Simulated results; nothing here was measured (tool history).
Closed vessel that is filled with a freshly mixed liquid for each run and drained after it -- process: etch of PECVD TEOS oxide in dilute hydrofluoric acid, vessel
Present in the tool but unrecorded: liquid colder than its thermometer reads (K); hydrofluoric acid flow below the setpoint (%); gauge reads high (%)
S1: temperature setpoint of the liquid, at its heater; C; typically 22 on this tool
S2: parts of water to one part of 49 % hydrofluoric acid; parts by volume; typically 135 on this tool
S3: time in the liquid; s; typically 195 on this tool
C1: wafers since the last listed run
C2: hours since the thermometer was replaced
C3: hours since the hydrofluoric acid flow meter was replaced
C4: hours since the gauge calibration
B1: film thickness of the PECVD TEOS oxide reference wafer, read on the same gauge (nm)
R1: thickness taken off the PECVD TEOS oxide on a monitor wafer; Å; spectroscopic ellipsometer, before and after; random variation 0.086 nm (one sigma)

run 1 hour=0.0 | S1=22 S2=135 S3=195 | C1=0 C2=2574.7 C3=1833.0 C4=379.8 | B1=29.99 | R1=145.1
run 2 hour=14.7 | S1=22 S2=135 S3=195 | C1=1056 C2=2589.4 C3=1847.7 C4=394.5 | B1=29.98 | R1=145.4
run 3 hour=25.3 | S1=22 S2=135 S3=195 | C1=762 C2=2600.0 C3=1858.3 C4=405.1 | B1=30.01 | R1=144.6
run 4 hour=38.1 | S1=22 S2=135 S3=195 | C1=920 C2=2612.8 C3=1871.1 C4=417.9 | B1=30.02 | R1=146.3
run 5 hour=48.5 | S1=22 S2=135 S3=195 | C1=747 C2=2623.2 C3=1881.5 C4=428.3 | B1=29.99 | R1=145.5
run 6 hour=66.0 | S1=22 S2=135 S3=195 | C1=1258 C2=2640.7 C3=1899.0 C4=445.8 | B1=30.00 | R1=144.5
run 7 hour=72.2 | S1=22 S2=135 S3=195 | C1=445 C2=2646.9 C3=1905.2 C4=452.0 | B1=30.01 | R1=143.5
run 8 hour=87.7 | S1=22 S2=135 S3=195 | C1=1114 C2=2662.4 C3=1920.7 C4=467.5 | B1=30.00 | R1=144.4
-- hour=101.9 thermometer replaced
run 9 hour=129.8 | S1=22 S2=135 S3=195 | C1=2955 C2=27.9 C3=1962.8 C4=509.6 | B1=29.99 | R1=160.0
run 10 hour=137.2 | S1=18 S2=90 S3=150 | C1=532 C2=35.3 C3=1970.2 C4=517.0 | B1=30.01 | R1=165.2
run 11 hour=145.0 | S1=26 S2=135 S3=275 | C1=560 C2=43.1 C3=1978.0 C4=524.8 | B1=30.00 | R1=264.9
run 12 hour=156.1 | S1=22 S2=135 S3=195 | C1=798 C2=54.2 C3=1989.1 C4=535.9 | B1=30.02 | R1=160.0
run 13 hour=166.5 | S1=22 S2=135 S3=195 | C1=747 C2=64.6 C3=1999.5 C4=546.3 | B1=30.01 | R1=160.6
run 14 hour=174.1 | S1=17 S2=195 S3=245 | C1=546 C2=72.2 C3=2007.1 C4=553.9 | B1=30.01 | R1=106.6
run 15 hour=183.5 | S1=18 S2=135 S3=195 | C1=675 C2=81.6 C3=2016.5 C4=563.3 | B1=30.01 | R1=136.7
run 16 hour=194.7 | S1=22 S2=135 S3=195 | C1=805 C2=92.8 C3=2027.7 C4=574.5 | B1=30.00 | R1=160.0
run 17 hour=205.0 | S1=22 S2=135 S3=100 | C1=740 C2=103.1 C3=2038.0 C4=584.8 | B1=30.01 | R1=81.7
run 18 hour=212.7 | S1=26 S2=160 S3=165 | C1=553 C2=110.8 C3=2045.7 C4=592.5 | B1=30.01 | R1=127.8

Run 19, settings as shown, results not yet in. Your forecast:
run 19 hour=219.9 | S1=22 S2=135 S3=195 | C1=517 C2=118.0 C3=2052.9 C4=599.7 | B1=? | R1=?

{"run 19": {"B1": 30.0, "R1": 158.3}}
With the hidden condition absent and the run-to-run variation left alone, this run would have shown R1 189.4 Å.
